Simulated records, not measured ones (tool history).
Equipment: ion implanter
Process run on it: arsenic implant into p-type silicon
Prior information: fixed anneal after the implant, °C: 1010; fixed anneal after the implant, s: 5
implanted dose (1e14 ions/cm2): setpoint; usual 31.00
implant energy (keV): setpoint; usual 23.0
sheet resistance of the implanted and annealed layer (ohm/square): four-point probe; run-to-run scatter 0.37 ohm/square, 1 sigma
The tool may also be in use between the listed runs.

run,hour,implanted dose (1e14 ions/cm2),implant energy (keV),wafers since the last listed run,hours since the last dose calibration,hours since the extraction supply was calibrated,hours since the gauge calibration,"read-back reference wafer on the same gauge, sheet resistance",sheet resistance of the implanted and annealed layer (ohm/square)
1,0.0,33.64,23.0,0,798.9,1703.7,141.6,130.05,113.92
2,49.7,33.64,23.0,526,848.6,1753.4,191.3,130.04,114.58
3,112.7,25.32,26.5,667,911.6,1816.4,254.3,130.05,109.56
# hour 139.1: Faraday cup replaced and dose calibrated
4,172.9,28.71,17.5,552,33.8,1876.6,314.5,129.96,131.71
5,224.1,28.71,17.5,542,85.0,1927.8,365.7,130.05,132.24
6,277.6,31.00,23.0,566,138.5,1981.3,419.2,130.11,115.50
7,313.8,31.00,23.0,383,174.7,2017.5,455.4,130.07,115.16
8,375.0,31.00,23.0,648,235.9,2078.7,516.6,130.00,116.00
9,588.9,31.00,23.0,2265,449.8,2292.6,730.5,130.03,115.93
10,784.4,31.00,23.0,2070,645.3,2488.1,926.0,130.02,115.40
# hour 788.8: gauge calibrated
# hour 808.6: extraction supply calibrated
11,848.0,31.00,23.0,588,708.9,39.4,59.2,130.03,113.28
# hour 891.4: Faraday cup replaced and dose calibrated
12,902.9,34.50,17.5,496,11.5,94.3,114.1,130.09,128.58
13,963.6,34.50,17.5,642,72.2,155.0,174.8,129.99,127.34
14,1023.6,34.50,17.5,635,132.2,215.0,234.8,129.92,127.78
15,1086.9,31.00,23.0,670,195.5,278.3,298.1,129.85,113.97
16,1116.3,31.00,21.0,311,224.9,307.7,327.5,130.00,119.09
17,1170.8,31.00,23.0,577,279.4,362.2,382.0,129.99,113.08
18,1200.4,27.67,28.5,313,309.0,391.8,411.6,129.92,102.76
19,1225.6,31.00,23.0,266,334.2,417.0,436.8,130.02,113.83
20,1286.7,39.76,17.0,647,395.3,478.1,497.9,130.13,128.24
21,1345.5,36.55,17.5,622,454.1,536.9,556.7,130.04,127.84
22,1403.7,31.00,23.0,616,512.3,595.1,614.9,129.95,113.69
23,1459.8,39.34,27.0,594,568.4,651.2,671.0,130.02,101.37
24,1487.0,35.64,18.0,288,595.6,678.4,698.2,130.05,126.53
25,1514.5,36.33,27.0,291,623.1,705.9,725.7,130.07,103.03
26,1554.3,39.67,23.0,421,662.9,745.7,765.5,130.23,110.97
27,1623.2,35.83,16.5,729,731.8,814.6,834.4,129.90,130.74
28,1649.1,24.21,21.0,274,757.7,840.5,860.3,129.97,122.29
29,1685.8,31.00,23.0,388,794.4,877.2,897.0,130.19,114.55
30,1784.5,31.00,23.0,1045,893.1,975.9,995.7,130.19,113.48
# hour 1822.6: Faraday cup replaced and dose calibrated
31,1856.4,34.98,19.0,676,33.8,1047.8,1067.6,130.05,124.14
# hour 1877.2: gauge calibrated
32,1896.7,34.48,18.0,426,74.1,1088.1,19.5,129.92,127.63
33,1932.6,27.14,30.5,380,110.0,1124.0,55.4,130.05,99.55

Pick out some run-to-run changes in sheet resistance of the implanted and annealed layer (ohm/square). Of each, how much would a tool without hidden state show as well, from the settings, what came in and chance, and how much is left for the hidden state and any gauge scatter not in both results compared?
The hidden state here: deviation of the true dose from the Faraday cup's reading, %; deviation of the true energy from its setpoint, %; gauge reads high (%).
Run 8 -> 9: no setting changed, nothing entered. sheet resistance of the implanted and annealed layer (ohm/square) -0.07: hidden state +0.20, all else -0.27.
Run 9 -> 10: no setting changed, nothing entered. sheet resistance of the implanted and annealed layer (ohm/square) -0.53: hidden state +0.18, all else -0.71.
Run 10 -> 11: gauge calibrated, extraction supply calibrated. sheet resistance of the implanted and annealed layer (ohm/square) -2.12: hidden state -2.40, all else +0.28.
Run 23 -> 24: implanted dose (1e14 ions/cm2) 39.34 -> 35.64, implant energy (keV) 27.0 -> 18.0. sheet resistance of the implanted and annealed layer (ohm/square) +25.16: hidden state +0.03, all else +25.13.
Run 24 -> 25: implanted dose (1e14 ions/cm2) 35.64 -> 36.33, implant energy (keV) 18.0 -> 27.0. sheet resistance of the implanted and annealed layer (ohm/square) -23.50: hidden state +0.03, all else -23.53.
Run 32 -> 33: implanted dose (1e14 ions/cm2) 34.48 -> 27.14, implant energy (keV) 18.0 -> 30.5. sheet resistance of the implanted and annealed layer (ohm/square) -28.08: hidden state -0.01, all else -28.07.
